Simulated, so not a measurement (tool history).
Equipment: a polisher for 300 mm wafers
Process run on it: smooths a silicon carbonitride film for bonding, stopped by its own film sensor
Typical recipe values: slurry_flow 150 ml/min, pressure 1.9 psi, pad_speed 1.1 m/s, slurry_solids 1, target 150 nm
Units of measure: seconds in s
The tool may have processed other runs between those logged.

| run | hour | slurry_flow | pressure | pad_speed | slurry_solids | target | wafers since the last listed run | wafers polished on this pad | hours since the slurry nozzle was cleaned | hours since the head pressure was calibrated | hours since the slurry blender was calibrated | incoming thickness of the incoming film, nm | seconds |
|---|---|---|---|---|---|---|---|---|---|---|---|---|---|
| 1 | 0 | 150 | 1.9 | 1.1 | 1 | 150 | 0 | 378 | 218.2 | 912.8 | 87.5 | 171.7 | 90.9 |
| 2 | 49.3 | 150 | 1.9 | 1.1 | 1 | 150 | 393 | 771 | 267.5 | 962.1 | 136.8 | 168.3 | 76.9 |
|  | 82.2 | slurry blender recalibrated |
|  | 150.3 | worn pad replaced by a new one |
| 3 | 154.8 | 150 | 2.1 | 1.1 | 1 | 150 | 794 | 35 | 373 | 1067.6 | 72.6 | 168.9 | 70.2 |
| 4 | 205.6 | 150 | 2.1 | 1.1 | 1 | 150 | 405 | 441 | 423.8 | 1118.4 | 123.4 | 171.9 | 83.1 |
|  | 267.9 | slurry blender recalibrated |
| 5 | 278 | 120 | 2.1 | 1.1 | 1 | 150 | 562 | 1003 | 496.2 | 1190.8 | 10.1 | 172.5 | 86.2 |
|  | 328.4 | worn pad replaced by a new one |
| 6 | 371.2 | 120 | 2.1 | 1.1 | 1 | 150 | 712 | 341 | 589.4 | 1284 | 103.3 | 171.4 | 83.7 |
| 7 | 410.6 | 165 | 1.9 | 1.1 | 1 | 150 | 314 | 656 | 628.8 | 1323.4 | 142.7 | 170.7 | 85.5 |
|  | 417.6 | slurry nozzle cleaned |
|  | 464.8 | slurry blender recalibrated |
| 8 | 494.1 | 150 | 1.9 | 1.1 | 0.85 | 150 | 642 | 1299 | 76.5 | 1406.9 | 29.3 | 171.7 | 93.4 |
|  | 523.5 | worn pad replaced by a new one |
| 9 | 553.9 | 150 | 2.5 | 1.1 | 1 | 150 | 445 | 243 | 136.3 | 1466.7 | 89.1 | 170.5 | 64.9 |
|  | 606.7 | head pressure recalibrated |
| 10 | 622.7 | 150 | 1.9 | 0.72 | 1 | 150 | 533 | 776 | 205.1 | 16 | 157.9 | 169.6 | 119.4 |
|  | 659.1 | slurry blender recalibrated |
| 11 | 675 | 150 | 1.9 | 0.82 | 1 | 150 | 401 | 1178 | 257.4 | 68.3 | 15.9 | 170.6 | 104.3 |
|  | 722.3 | worn pad replaced by a new one |
| 12 | 759.9 | 200 | 1.7 | 1.1 | 1 | 150 | 646 | 300 | 342.3 | 153.2 | 100.8 | 172.2 | 96.9 |
| 13 | 803.8 | 150 | 1.9 | 0.72 | 1 | 150 | 350 | 650 | 386.2 | 197.1 | 144.7 | 170.2 | 121 |
|  | 844.2 | slurry blender recalibrated |
| 14 | 845.5 | 185 | 1.9 | 0.84 | 1 | 150 | 317 | 967 | 427.9 | 238.8 | 1.3 | 171.2 | 102.7 |
| 15 | 882 | 150 | 1.4 | 0.98 | 1 | 150 | 291 | 1259 | 464.4 | 275.3 | 37.8 | 167.4 | 102.2 |

For each run, what was the tool's unlogged condition?
removal rate lost through wear of the pad, %: 0 on each run
slurry flow missing at the pad, %: 0 on each run
deviation of the head's pressure from its setpoint, %: 0 on each run
H1: abrasive missing from the slurry, %
| run | H1 |
|---|---|
| 1 | 5.44 |
| 2 | 10.3 |
| 3 | 3.35 |
| 4 | 7.73 |
| 5 | 0.0754 |
| 6 | 4.72 |
| 7 | 8.97 |
| 8 | 1.6 |
| 9 | 4.71 |
| 10 | 12.2 |
| 11 | 1.66 |
| 12 | 6.01 |
| 13 | 10.7 |
| 14 | 0.99 |
| 15 | 1.62 |
